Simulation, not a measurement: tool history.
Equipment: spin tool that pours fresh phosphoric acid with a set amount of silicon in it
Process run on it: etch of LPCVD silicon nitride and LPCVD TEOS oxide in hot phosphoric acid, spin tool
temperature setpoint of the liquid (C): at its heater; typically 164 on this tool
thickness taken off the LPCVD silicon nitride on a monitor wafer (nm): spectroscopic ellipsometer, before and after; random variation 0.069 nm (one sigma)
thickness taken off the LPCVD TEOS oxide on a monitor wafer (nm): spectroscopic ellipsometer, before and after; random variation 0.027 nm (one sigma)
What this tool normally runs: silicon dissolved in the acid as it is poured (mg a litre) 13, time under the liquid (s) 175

run	day	temperature setpoint of the liquid (C)	silicon dissolved in the acid as it is poured (mg a litre)	time under the liquid (s)	read-back film thickness of the LPCVD silicon nitride reference wafer, read on the same gauge (nm)	read-back film thickness of the LPCVD TEOS oxide reference wafer, read on the same gauge (nm)	thickness taken off the LPCVD silicon nitride on a monitor wafer (nm)	thickness taken off the LPCVD TEOS oxide on a monitor wafer (nm)
1	0	164	20	175	50	139.979	17.87	1.02
2	3.912	165	13	175	50.01	139.96	18.48	1.299
3	6.304	164	5	175	49.98	140.038	17.78	1.47
4	8.179	164	13	175	49.99	140.001	17.71	1.263
# day 9.496: thermometer replaced
5	10.558	164	13	175	50	139.972	17.72	1.204
# day 13.15: dissolved silicon flow meter replaced
6	23.675	163	13	175	49.98	140.015	16.92	1.105
7	25.542	165.5	20.5	255	49.98	139.968	26.79	1.561
8	28.812	164	13	175	50.01	140.002	17.42	1.18
# day 30.192: heated supply line repaired
9	30.642	166	13	215	50	139.957	22.19	1.57
10	34.271	162.5	5.5	265	50.02	140	24.26	1.717
# day 37.971: gauge calibrated
11	38.275	164	13	175	50.03	139.957	16.91	1.086
12	41.579	163	21.5	175	50.01	140.012	16.17	0.785
13	44.654	163	19.5	215	50.02	140.025	19.7	1.044
# day 44.975: heated supply line repaired, repeated, since the last time left the tool worse
14	49.067	162.5	10	105	50.01	140.003	10.44	0.769
15	51.421	164	4	175	50.01	140.024	18.31	1.558
16	54.496	163	13	225	50.02	140.001	22.55	1.534
17	57.425	164	17	175	50.01	140.009	18.06	1.147
18	59.933	164	13	175	50.02	139.984	18.14	1.318
19	61.796	164	13	70	49.99	139.997	7.21	0.514
20	66.071	164	13	175	50	139.928	17.82	1.263
21	69.767	163	18	250	50.01	139.966	24.72	1.393

Hidden state or all else? Some run-to-run changes of thickness taken off the LPCVD silicon nitride on a monitor wafer (nm), split into what the settings, what came in and random variation would give without the hidden state, and what is left for the hidden state (with any gauge scatter that isn't in both results):
The hidden state here: liquid colder than its thermometer reads (K); dissolved silicon flow above the setpoint (%); temperature lost on the way to the wafer (K); gauge reads high (%).
Run 8 -> 9: temperature setpoint of the liquid (C) 164 -> 166, time under the liquid (s) 175 -> 215, heated supply line repaired. thickness taken off the LPCVD silicon nitride on a monitor wafer (nm) +4.77: hidden state -0.91, all else +5.68.
Run 13 -> 14: temperature setpoint of the liquid (C) 163 -> 162.5, silicon dissolved in the acid as it is poured (mg a litre) 19.5 -> 10, time under the liquid (s) 215 -> 105, heated supply line repaired, repeated, since the last time left the tool worse. thickness taken off the LPCVD silicon nitride on a monitor wafer (nm) -9.26: hidden state +1.92, all else -11.18.
Run 18 -> 19: time under the liquid (s) 175 -> 70. thickness taken off the LPCVD silicon nitride on a monitor wafer (nm) -10.93: hidden state +0.14, all else -11.07.
Run 19 -> 20: time under the liquid (s) 70 -> 175. thickness taken off the LPCVD silicon nitride on a monitor wafer (nm) +10.61: hidden state -0.24, all else +10.85.
